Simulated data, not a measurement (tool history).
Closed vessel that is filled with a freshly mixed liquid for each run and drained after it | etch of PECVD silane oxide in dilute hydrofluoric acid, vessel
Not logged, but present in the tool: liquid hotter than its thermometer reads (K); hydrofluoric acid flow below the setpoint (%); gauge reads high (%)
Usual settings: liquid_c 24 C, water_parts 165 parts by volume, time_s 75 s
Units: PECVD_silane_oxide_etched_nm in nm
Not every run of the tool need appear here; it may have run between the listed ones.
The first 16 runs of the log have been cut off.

run    hour  liquid_c  water_parts  time_s  wafers since the last listed run  hours since the thermometer was replaced  hours since the hydrofluoric acid flow meter was replaced  hours since the gauge calibration  read-back film thickness of the PECVD silane oxide reference wafer, read on the same gauge (nm)  PECVD_silane_oxide_etched_nm
      720.2  -- hydrofluoric acid flow meter replaced
 17   830.4        24          165      75                             15936                                    1321.1                                                      110.2                             1408.8                                                                                           109.98                         12.23
      842.7  -- gauge calibrated
 18   887.6      22.5          165      35                              5981                                    1378.3                                                      167.4                               44.9                                                                                           110.02                          5.39
      913.4  -- thermometer replaced
 19  1059.6        24          135      75                             17881                                     146.2                                                      339.4                              216.9                                                                                           110.01                         14.97
 20  1125.9        24          165      75                              6933                                     212.5                                                      405.7                              283.2                                                                                           110.02                         11.79
 21  1202.4      25.5          130      60                              7999                                       289                                                      482.2                              359.7                                                                                              110                         13.14
 22  1267.3        24          165      40                              6786                                     353.9                                                      547.1                              424.6                                                                                           109.98                          6.25
 23  1326.9        24          135      50                              6232                                     413.5                                                      606.7                              484.2                                                                                           109.98                          9.88
 24  1378.4        24           90     115                              5385                                       465                                                      658.2                              535.7                                                                                           109.99                         36.08
 25  1440.4        24          165      75                              6483                                       527                                                      720.2                              597.7                                                                                           110.02                          11.8
 26  1510.1        24          165      75                              7288                                     596.7                                                      789.9                              667.4                                                                                           110.02                         11.84
     1565.3  -- hydrofluoric acid flow meter replaced
 27  1565.7      26.5          165      75                              5709                                     652.3                                                        0.4                                723                                                                                              110                          13.2
 28  1604.5      19.5          165      75                              4057                                     691.1                                                       39.2                              761.8                                                                                           110.02                          9.97
 29  1630.9      26.5          165      75                              2760                                     717.5                                                       65.6                              788.2                                                                                           109.99                         13.26
 30  1698.4      26.5          225      65                              7058                                       785                                                      133.1                              855.7                                                                                           110.01                           7.8
 31  1767.4        24          215      90                              7215                                       854                                                      202.1                              924.7                                                                                              110                         10.46
 32  1854.5        29          200      60                              9108                                     941.1                                                      289.2                             1011.8                                                                                           109.99                          9.11

Forecast each of these 4 alternatives for the next run:
  A  1855.2        24          235      75                                73                                     941.8                                                      289.9                             1012.5                                                                                                ?                             ?
  B  1855.2        21          105     100                                73                                     941.8                                                      289.9                             1012.5                                                                                                ?                             ?
  C  1855.2      26.5          145      55                                73                                     941.8                                                      289.9                             1012.5                                                                                                ?                             ?
  D  1855.2      20.5          165      75                                73                                     941.8                                                      289.9                             1012.5                                                                                                ?                             ?

run  read-back film thickness of the PECVD silane oxide reference wafer, read on the same gauge (nm)  PECVD_silane_oxide_etched_nm
  A                                                                                           109.99                           7.8
  B                                                                                           109.99                         23.97
  C                                                                                           109.99                         11.25
  D                                                                                           109.99                         10.49
Stripped of hidden state, with their random variation kept, the same runs would have yielded:
run  PECVD_silane_oxide_etched_nm
  A                          7.67
  B                         23.47
  C                         11.05
  D                         10.29
